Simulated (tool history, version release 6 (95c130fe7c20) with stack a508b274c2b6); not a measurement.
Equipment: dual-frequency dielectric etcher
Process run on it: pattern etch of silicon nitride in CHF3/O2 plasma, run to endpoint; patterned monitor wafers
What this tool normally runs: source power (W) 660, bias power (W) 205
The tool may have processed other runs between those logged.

run	hour	source power (W)	bias power (W)	wafers since the last listed run	hours since the last wet clean	hours since the last source power generator calibration	hours since the last bias power generator calibration	hours since the last upper electrode change	incoming incoming film thickness, nm	endpoint time (s)
1	0.0	660	205	0	209.2	3420.4	3045.2	5438.2	93.6	58.1
2	16.2	660	205	136	225.4	3436.6	3061.4	5454.4	93.8	58.2
3	49.3	660	205	279	258.5	3469.7	3094.5	5487.5	93.3	58.0
4	80.0	660	228	259	289.2	3500.4	3125.2	5518.2	94.5	57.1
5	106.8	660	177	226	316.0	3527.2	3152.0	5545.0	94.4	60.0
# hour 145.4: upper electrode replaced
6	145.9	660	177	127	355.1	3566.3	3191.1	0.5	93.2	59.2
7	152.2	660	177	53	361.4	3572.6	3197.4	6.8	94.0	59.3
# hour 164.7: bias power generator calibrated
8	176.8	660	205	173	386.0	3597.2	12.1	31.4	94.1	57.2
# hour 201.0: wet clean of the chamber
# hour 212.1: source power generator calibrated
9	212.6	780	159	65	11.6	0.5	47.9	67.2	93.7	60.9
10	238.2	780	187	216	37.2	26.1	73.5	92.8	93.6	58.1
11	255.0	710	247	141	54.0	42.9	90.3	109.6	93.5	56.2
12	285.5	660	205	257	84.5	73.4	120.8	140.1	95.0	60.7
13	305.6	660	185	169	104.6	93.5	140.9	160.2	94.1	61.8
14	323.2	660	187	148	122.2	111.1	158.5	177.8	94.3	61.0

Here are 3 independent what-if runs from the current tool condition. What would each one return?
A	323.6	660	205	3	122.6	111.5	158.9	178.2	93.8	?
B	323.6	530	244	3	122.6	111.5	158.9	178.2	93.8	?
C	323.6	780	240	3	122.6	111.5	158.9	178.2	93.8	?

run	endpoint time (s)
A	59.7
B	61.3
C	54.3
Take away the tool's hidden state, keep each run's random variation, and the runs would have read:
run	endpoint time (s)
A	60.1
B	61.7
C	54.7
